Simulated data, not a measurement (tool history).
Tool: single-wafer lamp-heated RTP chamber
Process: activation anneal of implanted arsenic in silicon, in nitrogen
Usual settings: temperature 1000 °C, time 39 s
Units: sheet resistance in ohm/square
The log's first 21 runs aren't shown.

run,hour,temperature,time,wafers since the last listed run,wafers since the last pyrometer calibration,wafers since the reflector plate was cleaned,hours since the gauge calibration,"read-back reference wafer on the same gauge, sheet resistance",sheet resistance
# hour 1673.0: gauge calibrated
22,1686.7,1017,57,1444,3144,5741,13.7,498.55,518.09
23,1758.8,975,39,1028,4173,6769,85.8,499.02,524.19
24,1820.0,984,23,873,5046,7643,147.0,499.81,528.73
25,1878.2,1012,39,830,5876,8473,205.2,499.94,522.56
# hour 1909.0: reflector plate cleaned
26,1933.2,1009,39,670,6547,344,260.2,500.73,524.62
27,2038.7,984,23,1505,8052,1849,365.7,501.14,530.67
28,2076.9,1009,25,545,8598,2395,403.9,501.51,526.47
29,2126.3,1026,61,704,9302,3099,453.3,501.65,517.86
# hour 2162.5: pyrometer window cleaned and pyrometer calibrated
30,2213.9,991,59,1135,733,4235,540.9,502.03,525.64
31,2265.8,984,53,740,1473,4976,592.8,502.57,527.35
32,2370.8,1021,22,1498,2972,6474,697.8,502.79,528.79
33,2414.6,980,30,624,3597,7099,741.6,503.07,531.51
34,2495.7,978,45,1157,4754,8256,822.7,503.57,527.84
# hour 2548.0: reflector plate cleaned
35,2548.5,1000,49,639,5393,7,875.5,503.80,524.95
36,2633.5,1000,39,1212,6606,1220,960.5,503.91,529.55
37,2730.4,982,57,1382,7989,2602,1057.4,504.52,529.50

Forecast each of these 3 alternatives for the next run:
A,2730.8,1000,39,5,7994,2608,1057.8,?,?
B,2730.8,981,23,5,7994,2608,1057.8,?,?
C,2730.8,972,51,5,7994,2608,1057.8,?,?

run,"read-back reference wafer on the same gauge, sheet resistance",sheet resistance
A,504.41,528.98
B,504.41,532.53
C,504.41,530.41
Without the tool's hidden state the same runs would have given:
run,sheet resistance
A,523.30
B,526.81
C,524.71
